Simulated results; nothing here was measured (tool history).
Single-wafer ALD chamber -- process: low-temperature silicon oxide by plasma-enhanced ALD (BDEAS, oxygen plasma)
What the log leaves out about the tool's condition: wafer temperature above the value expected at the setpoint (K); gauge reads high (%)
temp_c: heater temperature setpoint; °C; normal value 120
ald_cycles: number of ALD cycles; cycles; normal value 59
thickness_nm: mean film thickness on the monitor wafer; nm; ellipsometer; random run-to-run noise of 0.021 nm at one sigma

run	hour	temp_c	ald_cycles	wafers since the last listed run	hours since the last thermocouple change	hours since the gauge calibration	read-back reference wafer on the same gauge, thickness_nm	thickness_nm
1	0.0	114	52	0	2214.7	264.3	7.884	7.629
2	16.2	114	52	64	2230.9	280.5	7.889	7.629
3	47.9	114	52	125	2262.6	312.2	7.898	7.650
4	77.8	120	59	118	2292.5	342.1	7.907	8.586
5	91.5	120	59	54	2306.2	355.8	7.909	8.606
6	109.2	120	59	69	2323.9	373.5	7.915	8.594
7	138.7	120	65	116	2353.4	403.0	7.929	9.517
8	155.2	116	55	65	2369.9	419.5	7.931	8.073
9	174.3	116	55	75	2389.0	438.6	7.938	8.100
10	189.4	116	55	59	2404.1	453.7	7.942	8.126
11	223.0	120	59	132	2437.7	487.3	7.955	8.604
12	240.0	120	67	67	2454.7	504.3	7.959	9.822
# hour 291.7: gauge calibrated
13	326.5	108	70	341	2541.2	34.8	7.785	10.243
14	357.0	126	51	120	2571.7	65.3	7.795	7.268
15	391.1	120	59	134	2605.8	99.4	7.806	8.466
16	406.5	130	68	60	2621.2	114.8	7.808	9.597
17	438.0	114	52	124	2652.7	146.3	7.817	7.580
18	461.0	111	54	90	2675.7	169.3	7.826	7.907
# hour 488.8: thermocouple changed; heater temperature recalibrated
19	491.8	107	51	90	3.0	200.1	7.832	7.492
20	512.2	134	66	80	23.4	220.5	7.843	9.298
21	525.2	120	68	51	36.4	233.5	7.845	9.837
22	557.0	120	51	125	68.2	265.3	7.861	7.363
23	586.5	107	62	116	97.7	294.8	7.870	9.115
24	616.2	120	59	117	127.4	324.5	7.873	8.539

Hidden state, per run?
wafer temperature above the value expected at the setpoint (K): 0 in every run
H1: gauge reads high (%)
run	H1
1	1.32
2	1.39
3	1.52
4	1.64
5	1.69
6	1.76
7	1.88
8	1.95
9	2.02
10	2.08
11	2.22
12	2.28
13	0.0646
14	0.187
15	0.323
16	0.385
17	0.511
18	0.603
19	0.726
20	0.807
21	0.859
22	0.987
23	1.1
24	1.22

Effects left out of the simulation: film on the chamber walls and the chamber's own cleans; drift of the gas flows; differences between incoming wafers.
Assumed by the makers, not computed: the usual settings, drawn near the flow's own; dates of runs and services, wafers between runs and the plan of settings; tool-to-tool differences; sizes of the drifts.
